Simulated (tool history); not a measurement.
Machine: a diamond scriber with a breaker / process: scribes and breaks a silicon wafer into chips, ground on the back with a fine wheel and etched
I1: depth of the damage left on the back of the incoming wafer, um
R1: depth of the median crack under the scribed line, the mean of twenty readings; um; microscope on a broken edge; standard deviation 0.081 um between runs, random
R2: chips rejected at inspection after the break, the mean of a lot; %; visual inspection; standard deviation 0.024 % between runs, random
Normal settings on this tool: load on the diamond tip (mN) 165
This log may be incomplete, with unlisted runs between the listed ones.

{"run": 1, "hour": 0.0, "load on the diamond tip (mN)": 137, "I1": 0.61, "R1": 8.24, "R2": 5.42}
{"run": 2, "hour": 11.4, "load on the diamond tip (mN)": 137, "I1": 0.32, "R1": 8.09, "R2": 5.99}
{"run": 3, "hour": 22.5, "load on the diamond tip (mN)": 165, "I1": 0.36, "R1": 8.77, "R2": 2.3}
{"run": 4, "hour": 38.7, "load on the diamond tip (mN)": 165, "I1": 0.59, "R1": 8.65, "R2": 2.63}
{"run": 5, "hour": 53.2, "load on the diamond tip (mN)": 165, "I1": 0.72, "R1": 8.64, "R2": 2.94}
{"run": 6, "hour": 68.3, "load on the diamond tip (mN)": 194, "I1": 0.36, "R1": 9.63, "R2": 1.02}
{"run": 7, "hour": 80.8, "load on the diamond tip (mN)": 194, "I1": 0.4, "R1": 9.4, "R2": 1.19}
{"run": 8, "hour": 97.1, "load on the diamond tip (mN)": 197, "I1": 0.7, "R1": 9.37, "R2": 1.23}
{"run": 9, "hour": 109.3, "load on the diamond tip (mN)": 134, "I1": 0.72, "R1": 7.51, "R2": 9.81}
{"run": 10, "hour": 120.9, "load on the diamond tip (mN)": 165, "I1": 0.52, "R1": 8.37, "R2": 4.49}
{"hour": 127.7, "done": "diamond tip replaced by a new one"}
{"run": 11, "hour": 128.1, "load on the diamond tip (mN)": 144, "I1": 0.56, "R1": 9.28, "R2": 1.44}
{"hour": 144.8, "done": "load on the tip recalibrated"}
{"run": 12, "hour": 145.3, "load on the diamond tip (mN)": 200, "I1": 0.48, "R1": 11.29, "R2": 1.91}
{"run": 13, "hour": 151.4, "load on the diamond tip (mN)": 129, "I1": 0.8, "R1": 8.71, "R2": 3.03}
{"run": 14, "hour": 167.9, "load on the diamond tip (mN)": 121, "I1": 0.4, "R1": 8.32, "R2": 4.2}
{"run": 15, "hour": 174.1, "load on the diamond tip (mN)": 213, "I1": 0.76, "R1": 11.49, "R2": 3.13}
{"run": 16, "hour": 182.4, "load on the diamond tip (mN)": 165, "I1": 0.8, "R1": 9.92, "R2": 0.81}

3 options for the next run, each taken on its own from the tool as it stands now. Forecast them:
{"run": "A", "hour": 183.0, "load on the diamond tip (mN)": 127, "I1": 0.37, "R1": "?", "R2": "?"}
{"run": "B", "hour": 183.0, "load on the diamond tip (mN)": 203, "I1": 0.37, "R1": "?", "R2": "?"}
{"run": "C", "hour": 183.0, "load on the diamond tip (mN)": 142, "I1": 0.37, "R1": "?", "R2": "?"}

run=A R1=8.71 R2=3.29
run=B R1=11.39 R2=2.12
run=C R1=9.27 R2=1.65
Without the tool's unlogged condition, the same runs would have read:
run=A R1=8.77 R2=3.06
run=B R1=11.47 R2=2.30
run=C R1=9.33 R2=1.52

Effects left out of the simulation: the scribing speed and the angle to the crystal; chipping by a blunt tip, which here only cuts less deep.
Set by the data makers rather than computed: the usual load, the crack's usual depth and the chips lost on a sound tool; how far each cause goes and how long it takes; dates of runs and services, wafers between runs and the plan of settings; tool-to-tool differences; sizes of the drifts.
